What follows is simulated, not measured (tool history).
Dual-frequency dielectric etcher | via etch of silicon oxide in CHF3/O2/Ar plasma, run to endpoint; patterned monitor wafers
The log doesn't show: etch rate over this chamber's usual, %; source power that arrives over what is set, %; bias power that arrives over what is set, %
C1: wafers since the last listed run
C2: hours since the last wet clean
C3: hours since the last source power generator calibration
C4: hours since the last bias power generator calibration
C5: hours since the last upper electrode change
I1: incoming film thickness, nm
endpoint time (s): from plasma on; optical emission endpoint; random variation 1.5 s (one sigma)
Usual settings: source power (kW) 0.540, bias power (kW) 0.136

run 1 hour=0.0 | source_power_(kW)=0.540 bias_power_(kW)=0.121 | C1=0 C2=210.7 C3=3558.3 C4=924.8 C5=1962.8 | I1=709.5 | endpoint_time_(s)=410.9
run 2 hour=89.9 | source_power_(kW)=0.510 bias_power_(kW)=0.136 | C1=299 C2=300.6 C3=3648.2 C4=1014.7 C5=2052.7 | I1=708.3 | endpoint_time_(s)=402.2
run 3 hour=178.0 | source_power_(kW)=0.510 bias_power_(kW)=0.136 | C1=293 C2=388.7 C3=3736.3 C4=1102.8 C5=2140.8 | I1=712.1 | endpoint_time_(s)=405.3
run 4 hour=220.3 | source_power_(kW)=0.510 bias_power_(kW)=0.136 | C1=140 C2=431.0 C3=3778.6 C4=1145.1 C5=2183.1 | I1=716.6 | endpoint_time_(s)=408.3
run 5 hour=319.1 | source_power_(kW)=0.540 bias_power_(kW)=0.136 | C1=328 C2=529.8 C3=3877.4 C4=1243.9 C5=2281.9 | I1=709.1 | endpoint_time_(s)=394.4
-- hour=354.4 wet clean of the chamber
run 6 hour=403.5 | source_power_(kW)=0.540 bias_power_(kW)=0.136 | C1=200 C2=49.1 C3=3961.8 C4=1328.3 C5=2366.3 | I1=716.4 | endpoint_time_(s)=396.5
run 7 hour=488.6 | source_power_(kW)=0.540 bias_power_(kW)=0.153 | C1=283 C2=134.2 C3=4046.9 C4=1413.4 C5=2451.4 | I1=706.1 | endpoint_time_(s)=380.4
run 8 hour=541.3 | source_power_(kW)=0.540 bias_power_(kW)=0.153 | C1=175 C2=186.9 C3=4099.6 C4=1466.1 C5=2504.1 | I1=713.9 | endpoint_time_(s)=383.6
run 9 hour=602.5 | source_power_(kW)=0.540 bias_power_(kW)=0.153 | C1=203 C2=248.1 C3=4160.8 C4=1527.3 C5=2565.3 | I1=707.0 | endpoint_time_(s)=381.4
run 10 hour=709.2 | source_power_(kW)=0.540 bias_power_(kW)=0.159 | C1=354 C2=354.8 C3=4267.5 C4=1634.0 C5=2672.0 | I1=717.2 | endpoint_time_(s)=380.1
run 11 hour=799.8 | source_power_(kW)=0.540 bias_power_(kW)=0.159 | C1=301 C2=445.4 C3=4358.1 C4=1724.6 C5=2762.6 | I1=704.4 | endpoint_time_(s)=372.4
-- hour=831.1 wet clean of the chamber
run 12 hour=847.7 | source_power_(kW)=0.540 bias_power_(kW)=0.159 | C1=79 C2=16.6 C3=4406.0 C4=1772.5 C5=2810.5 | I1=718.5 | endpoint_time_(s)=381.9
-- hour=856.9 bias power generator calibrated
-- hour=902.4 upper electrode replaced
run 13 hour=904.5 | source_power_(kW)=0.540 bias_power_(kW)=0.136 | C1=95 C2=73.4 C3=4462.8 C4=47.6 C5=2.1 | I1=716.5 | endpoint_time_(s)=397.9
run 14 hour=943.2 | source_power_(kW)=0.540 bias_power_(kW)=0.136 | C1=128 C2=112.1 C3=4501.5 C4=86.3 C5=40.8 | I1=710.7 | endpoint_time_(s)=392.2
run 15 hour=1045.2 | source_power_(kW)=0.480 bias_power_(kW)=0.136 | C1=339 C2=214.1 C3=4603.5 C4=188.3 C5=142.8 | I1=710.8 | endpoint_time_(s)=414.9
run 16 hour=1082.1 | source_power_(kW)=0.480 bias_power_(kW)=0.136 | C1=122 C2=251.0 C3=4640.4 C4=225.2 C5=179.7 | I1=714.4 | endpoint_time_(s)=415.8
run 17 hour=1149.4 | source_power_(kW)=0.540 bias_power_(kW)=0.136 | C1=223 C2=318.3 C3=4707.7 C4=292.5 C5=247.0 | I1=714.4 | endpoint_time_(s)=397.4
run 18 hour=1227.2 | source_power_(kW)=0.430 bias_power_(kW)=0.154 | C1=258 C2=396.1 C3=4785.5 C4=370.3 C5=324.8 | I1=715.5 | endpoint_time_(s)=421.2
run 19 hour=1290.1 | source_power_(kW)=0.540 bias_power_(kW)=0.136 | C1=209 C2=459.0 C3=4848.4 C4=433.2 C5=387.7 | I1=715.0 | endpoint_time_(s)=401.0
-- hour=1353.7 wet clean of the chamber
run 20 hour=1382.7 | source_power_(kW)=0.660 bias_power_(kW)=0.156 | C1=228 C2=29.0 C3=4941.0 C4=525.8 C5=480.3 | I1=706.4 | endpoint_time_(s)=347.2
run 21 hour=1451.8 | source_power_(kW)=0.640 bias_power_(kW)=0.151 | C1=229 C2=98.1 C3=5010.1 C4=594.9 C5=549.4 | I1=713.3 | endpoint_time_(s)=358.6
run 22 hour=1507.8 | source_power_(kW)=0.590 bias_power_(kW)=0.124 | C1=186 C2=154.1 C3=5066.1 C4=650.9 C5=605.4 | I1=712.9 | endpoint_time_(s)=392.7
-- hour=1586.4 source power generator calibrated
run 23 hour=1586.8 | source_power_(kW)=0.540 bias_power_(kW)=0.136 | C1=249 C2=233.1 C3=0.4 C4=729.9 C5=684.4 | I1=707.9 | endpoint_time_(s)=393.2
run 24 hour=1635.6 | source_power_(kW)=0.420 bias_power_(kW)=0.166 | C1=162 C2=281.9 C3=49.2 C4=778.7 C5=733.2 | I1=716.8 | endpoint_time_(s)=417.5
run 25 hour=1710.7 | source_power_(kW)=0.420 bias_power_(kW)=0.136 | C1=249 C2=357.0 C3=124.3 C4=853.8 C5=808.3 | I1=708.2 | endpoint_time_(s)=437.0
run 26 hour=1805.6 | source_power_(kW)=0.670 bias_power_(kW)=0.118 | C1=315 C2=451.9 C3=219.2 C4=948.7 C5=903.2 | I1=723.2 | endpoint_time_(s)=381.4
-- hour=1878.6 wet clean of the chamber
run 27 hour=1909.2 | source_power_(kW)=0.540 bias_power_(kW)=0.136 | C1=264 C2=30.6 C3=322.8 C4=1052.3 C5=1006.8 | I1=708.2 | endpoint_time_(s)=391.4
run 28 hour=1981.1 | source_power_(kW)=0.430 bias_power_(kW)=0.155 | C1=239 C2=102.5 C3=394.7 C4=1124.2 C5=1078.7 | I1=708.0 | endpoint_time_(s)=415.7
run 29 hour=2078.3 | source_power_(kW)=0.420 bias_power_(kW)=0.166 | C1=323 C2=199.7 C3=491.9 C4=1221.4 C5=1175.9 | I1=718.9 | endpoint_time_(s)=417.4
run 30 hour=2163.1 | source_power_(kW)=0.540 bias_power_(kW)=0.136 | C1=282 C2=284.5 C3=576.7 C4=1306.2 C5=1260.7 | I1=715.6 | endpoint_time_(s)=394.2
run 31 hour=2219.8 | source_power_(kW)=0.590 bias_power_(kW)=0.167 | C1=188 C2=341.2 C3=633.4 C4=1362.9 C5=1317.4 | I1=714.4 | endpoint_time_(s)=358.8
run 32 hour=2269.1 | source_power_(kW)=0.480 bias_power_(kW)=0.156 | C1=164 C2=390.5 C3=682.7 C4=1412.2 C5=1366.7 | I1=714.4 | endpoint_time_(s)=399.1
-- hour=2328.8 wet clean of the chamber
run 33 hour=2343.5 | source_power_(kW)=0.630 bias_power_(kW)=0.161 | C1=167 C2=14.7 C3=757.1 C4=1486.6 C5=1441.1 | I1=714.8 | endpoint_time_(s)=355.7
run 34 hour=2444.4 | source_power_(kW)=0.650 bias_power_(kW)=0.106 | C1=335 C2=115.6 C3=858.0 C4=1587.5 C5=1542.0 | I1=715.4 | endpoint_time_(s)=392.4
-- hour=2483.8 bias power generator calibrated
run 35 hour=2522.4 | source_power_(kW)=0.500 bias_power_(kW)=0.160 | C1=246 C2=193.6 C3=936.0 C4=38.6 C5=1620.0 | I1=706.2 | endpoint_time_(s)=387.9
run 36 hour=2610.5 | source_power_(kW)=0.480 bias_power_(kW)=0.167 | C1=293 C2=281.7 C3=1024.1 C4=126.7 C5=1708.1 | I1=715.4 | endpoint_time_(s)=393.2

Forecast each of these 3 alternatives for the next run:
run A hour=2611.0 | source_power_(kW)=0.540 bias_power_(kW)=0.120 | C1=1 C2=282.2 C3=1024.6 C4=127.2 C5=1708.6 | I1=711.0 | endpoint_time_(s)=?
run B hour=2611.0 | source_power_(kW)=0.640 bias_power_(kW)=0.148 | C1=1 C2=282.2 C3=1024.6 C4=127.2 C5=1708.6 | I1=711.0 | endpoint_time_(s)=?
run C hour=2611.0 | source_power_(kW)=0.630 bias_power_(kW)=0.136 | C1=1 C2=282.2 C3=1024.6 C4=127.2 C5=1708.6 | I1=711.0 | endpoint_time_(s)=?

run=A endpoint_time_(s)=409.6
run=B endpoint_time_(s)=359.6
run=C endpoint_time_(s)=370.8
Without the tool's hidden state the same runs would have given:
run=A endpoint_time_(s)=409.6
run=B endpoint_time_(s)=359.6
run=C endpoint_time_(s)=370.8

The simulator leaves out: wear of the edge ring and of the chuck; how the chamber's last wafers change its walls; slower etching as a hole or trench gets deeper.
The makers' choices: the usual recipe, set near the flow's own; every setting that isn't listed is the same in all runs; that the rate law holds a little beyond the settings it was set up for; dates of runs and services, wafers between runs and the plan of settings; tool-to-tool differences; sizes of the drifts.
